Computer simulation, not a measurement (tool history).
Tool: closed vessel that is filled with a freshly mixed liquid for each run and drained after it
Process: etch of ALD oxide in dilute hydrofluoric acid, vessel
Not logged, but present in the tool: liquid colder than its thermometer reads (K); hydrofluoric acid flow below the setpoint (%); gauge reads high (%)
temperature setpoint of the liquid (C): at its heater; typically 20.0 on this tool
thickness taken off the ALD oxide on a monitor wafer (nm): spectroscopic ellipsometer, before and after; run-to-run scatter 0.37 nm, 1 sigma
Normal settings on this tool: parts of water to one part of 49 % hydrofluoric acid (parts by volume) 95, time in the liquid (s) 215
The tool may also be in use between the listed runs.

run    hour  temperature setpoint of the liquid (C)  parts of water to one part of 49 % hydrofluoric acid (parts by volume)  time in the liquid (s)  wafers since the last listed run  hours since the thermometer was replaced  hours since the hydrofluoric acid flow meter was replaced  hours since the gauge calibration  read-back film thickness of the ALD oxide reference wafer, read on the same gauge (nm)  thickness taken off the ALD oxide on a monitor wafer (nm)
  1     0.0                                    20.0                                                                      95                     215                                 0                                     464.4                                                      204.9                              559.6                                                                                  129.97                                                      37.81
  2    37.7                                    20.0                                                                      95                     215                              2852                                     502.1                                                      242.6                              597.3                                                                                  130.00                                                      37.79
  3    98.1                                    20.0                                                                      95                     215                              4569                                     562.5                                                      303.0                              657.7                                                                                  129.98                                                      37.20
  4   163.5                                    20.0                                                                      95                     215                              4947                                     627.9                                                      368.4                              723.1                                                                                  129.98                                                      36.64
  5   216.1                                    19.0                                                                      95                     215                              3979                                     680.5                                                      421.0                              775.7                                                                                  129.98                                                      36.30
  6   283.3                                    19.0                                                                      95                     215                              5084                                     747.7                                                      488.2                              842.9                                                                                  129.98                                                      35.53
  7   325.0                                    19.0                                                                      95                     215                              3154                                     789.4                                                      529.9                              884.6                                                                                  130.01                                                      36.04
      358.9  -- hydrofluoric acid flow meter replaced
  8   385.2                                    20.0                                                                      80                     215                              4478                                     849.6                                                       26.3                              944.8                                                                                  130.04                                                      45.73
  9   433.6                                    20.0                                                                      65                     215                              3661                                     898.0                                                       74.7                              993.2                                                                                  130.00                                                      58.17
 10   462.3                                    20.0                                                                      95                     215                              2171                                     926.7                                                      103.4                             1021.9                                                                                  130.02                                                      37.20
 11   492.5                                    20.0                                                                      95                     215                              2284                                     956.9                                                      133.6                             1052.1                                                                                  130.01                                                      37.65
 12   529.0                                    20.0                                                                      95                     215                              2761                                     993.4                                                      170.1                             1088.6                                                                                  129.98                                                      37.54
 13   579.6                                    20.0                                                                     125                     215                              3828                                    1044.0                                                      220.7                             1139.2                                                                                  130.04                                                      27.14
 14   615.0                                    21.5                                                                      55                     320                              2678                                    1079.4                                                      256.1                             1174.6                                                                                  130.00                                                     110.02
 15   669.1                                    20.0                                                                      95                     215                              4092                                    1133.5                                                      310.2                             1228.7                                                                                  130.01                                                      38.17
      690.8  -- gauge calibrated
 16   715.9                                    20.0                                                                      95                     215                              3540                                    1180.3                                                      357.0                               25.1                                                                                  129.99                                                      37.75
 17   746.0                                    24.0                                                                      55                     325                              2277                                    1210.4                                                      387.1                               55.2                                                                                  129.99                                                     119.28
 18   789.4                                    19.0                                                                      95                     215                              3283                                    1253.8                                                      430.5                               98.6                                                                                  129.98                                                      36.00
      814.0  -- thermometer replaced
 19   853.2                                    20.0                                                                      95                     165                              4751                                      39.2                                                      494.3                              162.4                                                                                  129.98                                                      28.47
 20   921.3                                    22.0                                                                      95                     155                              5152                                     107.3                                                      562.4                              230.5                                                                                  130.05                                                      29.23
 21   957.2                                    17.0                                                                      60                      85                              2716                                     143.2                                                      598.3                              266.4                                                                                  130.00                                                      21.69
 22   984.7                                    20.0                                                                     110                     215                              2080                                     170.7                                                      625.8                              293.9                                                                                  129.99                                                      32.17
      993.1  -- hydrofluoric acid flow meter replaced
 23  1021.5                                    18.0                                                                     130                     105                              2708                                     207.5                                                       28.4                              330.7                                                                                  130.02                                                      11.81
 24  1057.2                                    18.5                                                                     115                     215                              2700                                     243.2                                                       64.1                              366.4                                                                                  130.05                                                      28.57
 25  1098.9                                    17.0                                                                      95                     170                              3154                                     284.9                                                      105.8                              408.1                                                                                  129.96                                                      26.20
 26  1168.9                                    20.0                                                                      65                     215                              5295                                     354.9                                                      175.8                              478.1                                                                                  129.99                                                      56.80
 27  1194.4                                    20.0                                                                      95                     215                              1929                                     380.4                                                      201.3                              503.6                                                                                  129.98                                                      37.18
 28  1232.8                                    18.5                                                                      50                     135                              2905                                     418.8                                                      239.7                              542.0                                                                                  129.97                                                      44.42
 29  1279.7                                    18.5                                                                     140                     215                              3548                                     465.7                                                      286.6                              588.9                                                                                  130.01                                                      22.85
 30  1321.2                                    20.0                                                                      80                     135                              3139                                     507.2                                                      328.1                              630.4                                                                                  130.00                                                      28.79
     1498.2  -- hydrofluoric acid flow meter replaced
 31  1526.9                                    20.0                                                                      95                     215                             15486                                     712.9                                                       28.7                              836.1                                                                                  129.95                                                      37.77
 32  1588.6                                    20.0                                                                      95                     215                              4667                                     774.6                                                       90.4                              897.8                                                                                  129.99                                                      37.50
 33  1644.6                                    20.0                                                                      95                     215                              4236                                     830.6                                                      146.4                              953.8                                                                                  130.03                                                      37.80

5 ways to go on from here, each from the tool as it stands after run 33. What would each give?
  A  1645.3                                    20.0                                                                      95                     215                                52                                     831.3                                                      147.1                              954.5                                                                                       ?                                                          ?
  B  1645.3                                    18.0                                                                      95                     215                                52                                     831.3                                                      147.1                              954.5                                                                                       ?                                                          ?
  C  1645.3                                    23.0                                                                     115                     100                                52                                     831.3                                                      147.1                              954.5                                                                                       ?                                                          ?
  D  1645.3                                    20.0                                                                      95                     340                                52                                     831.3                                                      147.1                              954.5                                                                                       ?                                                          ?
  E  1645.3                                    20.0                                                                      95                     290                                52                                     831.3                                                      147.1                              954.5                                                                                       ?                                                          ?

run  read-back film thickness of the ALD oxide reference wafer, read on the same gauge (nm)  thickness taken off the ALD oxide on a monitor wafer (nm)
  A                                                                                  129.99                                                      36.90
  B                                                                                  129.99                                                      33.96
  C                                                                                  129.99                                                      15.64
  D                                                                                  129.99                                                      58.35
  E                                                                                  129.99                                                      49.77
Stripped of hidden state, with their random variation kept, the same runs would have yielded:
run  thickness taken off the ALD oxide on a monitor wafer (nm)
  A                                                      36.90
  B                                                      33.96
  C                                                      15.64
  D                                                      58.35
  E                                                      49.77
